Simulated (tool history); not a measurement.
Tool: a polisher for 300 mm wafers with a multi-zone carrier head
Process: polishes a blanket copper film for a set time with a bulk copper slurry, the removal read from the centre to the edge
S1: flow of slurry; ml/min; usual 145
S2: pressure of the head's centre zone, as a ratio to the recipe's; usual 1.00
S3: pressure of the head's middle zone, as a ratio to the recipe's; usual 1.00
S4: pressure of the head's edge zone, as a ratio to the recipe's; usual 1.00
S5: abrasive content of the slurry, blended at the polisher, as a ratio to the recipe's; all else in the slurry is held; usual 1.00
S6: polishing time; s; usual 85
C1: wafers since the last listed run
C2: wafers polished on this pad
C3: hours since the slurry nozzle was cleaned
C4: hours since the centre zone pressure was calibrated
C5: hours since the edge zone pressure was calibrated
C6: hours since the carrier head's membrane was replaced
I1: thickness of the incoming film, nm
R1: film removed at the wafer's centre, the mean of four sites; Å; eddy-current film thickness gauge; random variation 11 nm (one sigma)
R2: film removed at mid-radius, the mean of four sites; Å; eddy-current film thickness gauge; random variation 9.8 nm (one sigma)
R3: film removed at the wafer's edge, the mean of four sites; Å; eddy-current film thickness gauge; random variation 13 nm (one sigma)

run	hour	S1	S2	S3	S4	S5	S6	C1	C2	C3	C4	C5	C6	I1	R1	R2	R3
1	0.0	145	1.00	1.07	1.00	1.00	85	0	175	121.9	12.0	679.8	314.2	3622.1	11545	12488	11338
2	65.5	145	1.00	1.07	1.00	1.00	85	647	823	187.4	77.5	745.3	379.7	3635.4	11581	12448	11499
3	130.8	130	1.00	1.00	1.00	1.00	85	645	1468	252.7	142.8	810.6	445.0	3603.8	11267	11539	11191
4	200.9	130	1.00	1.00	1.00	1.00	85	693	2161	322.8	212.9	880.7	515.1	3664.7	11239	11496	11326
5	247.1	130	1.00	1.00	1.00	1.00	85	456	2618	369.0	259.1	926.9	561.3	3643.0	11304	11568	11356
6	307.2	145	1.00	1.00	0.96	1.00	85	594	3212	429.1	319.2	987.0	621.4	3604.9	11461	11755	11304
# hour 313.8: edge zone pressure recalibrated
7	343.3	145	1.06	1.00	1.00	1.00	85	337	3549	465.2	355.3	29.5	657.5	3622.8	12322	11771	11401
# hour 372.8: worn pad replaced by a new one
8	428.5	185	1.00	1.00	1.00	1.00	85	802	550	550.4	440.5	114.7	742.7	3621.4	12016	12245	11613
9	549.3	145	1.00	1.00	1.00	1.00	85	1194	1744	671.2	561.3	235.5	863.5	3559.0	11361	11629	11425
10	619.8	145	1.00	1.00	1.06	1.00	58	697	2441	741.7	631.8	306.0	934.0	3621.1	7930	7983	8084
11	666.9	185	1.00	0.89	1.05	1.00	73	465	2907	788.8	678.9	353.1	981.1	3698.2	10424	9578	10134
# hour 712.9: slurry nozzle cleaned
# hour 751.6: worn pad replaced by a new one
12	899.1	145	0.93	1.00	1.00	0.85	85	2246	1457	186.2	911.1	585.3	1213.3	3640.2	10201	11293	10556
# hour 951.6: carrier head's membrane replaced by a new one
13	998.6	145	1.00	1.00	0.89	0.85	85	934	2392	285.7	1010.6	684.8	47.0	3653.9	11218	11170	9973
# hour 1003.2: centre zone pressure recalibrated
14	1050.5	190	1.09	1.00	1.00	1.00	85	493	2885	337.6	47.3	736.7	98.9	3582.5	13117	12253	11899
15	1112.1	145	1.00	1.00	1.00	1.00	85	609	3494	399.2	108.9	798.3	160.5	3575.5	11776	11643	11333
# hour 1154.3: worn pad replaced by a new one
16	1210.1	145	1.00	1.00	0.90	1.00	85	929	551	497.2	206.9	896.3	258.5	3663.8	11485	11670	10738
# hour 1234.0: edge zone pressure recalibrated
17	1249.9	145	0.91	0.97	1.00	1.00	85	373	924	537.0	246.7	15.9	298.3	3667.3	10573	11285	11299
18	1308.0	145	1.00	1.00	1.00	1.20	58	574	1499	595.1	304.8	74.0	356.4	3714.4	8319	8540	8185
19	1353.6	145	1.08	0.96	1.00	1.00	85	450	1950	640.7	350.4	119.6	402.0	3652.0	12531	11366	11748
20	1428.6	145	1.08	0.92	1.00	0.70	66	741	2691	715.7	425.4	194.6	477.0	3585.6	8427	7635	7844

5 ways to go on from here, each from the tool as it stands after run 20. What would each give?
A	1429.0	145	1.00	1.06	1.00	1.00	85	3	2695	716.1	425.8	195.0	477.4	3622.1	?	?	?
B	1429.0	160	0.96	1.03	1.00	0.85	85	3	2695	716.1	425.8	195.0	477.4	3622.1	?	?	?
C	1429.0	145	1.11	0.89	0.88	1.00	85	3	2695	716.1	425.8	195.0	477.4	3622.1	?	?	?
D	1429.0	175	1.00	1.00	1.00	1.00	85	3	2695	716.1	425.8	195.0	477.4	3622.1	?	?	?
E	1429.0	165	1.00	1.00	1.00	1.00	85	3	2695	716.1	425.8	195.0	477.4	3622.1	?	?	?

run	R1	R2	R3
A	11609	12298	11306
B	10849	11617	10892
C	12759	10614	10674
D	12044	12097	11588
E	11913	11980	11507
Without the tool's hidden state the same runs would have given:
run	R1	R2	R3
A	11609	12298	11306
B	10849	11617	10892
C	12759	10614	10674
D	12044	12097	11588
E	11913	11980	11507

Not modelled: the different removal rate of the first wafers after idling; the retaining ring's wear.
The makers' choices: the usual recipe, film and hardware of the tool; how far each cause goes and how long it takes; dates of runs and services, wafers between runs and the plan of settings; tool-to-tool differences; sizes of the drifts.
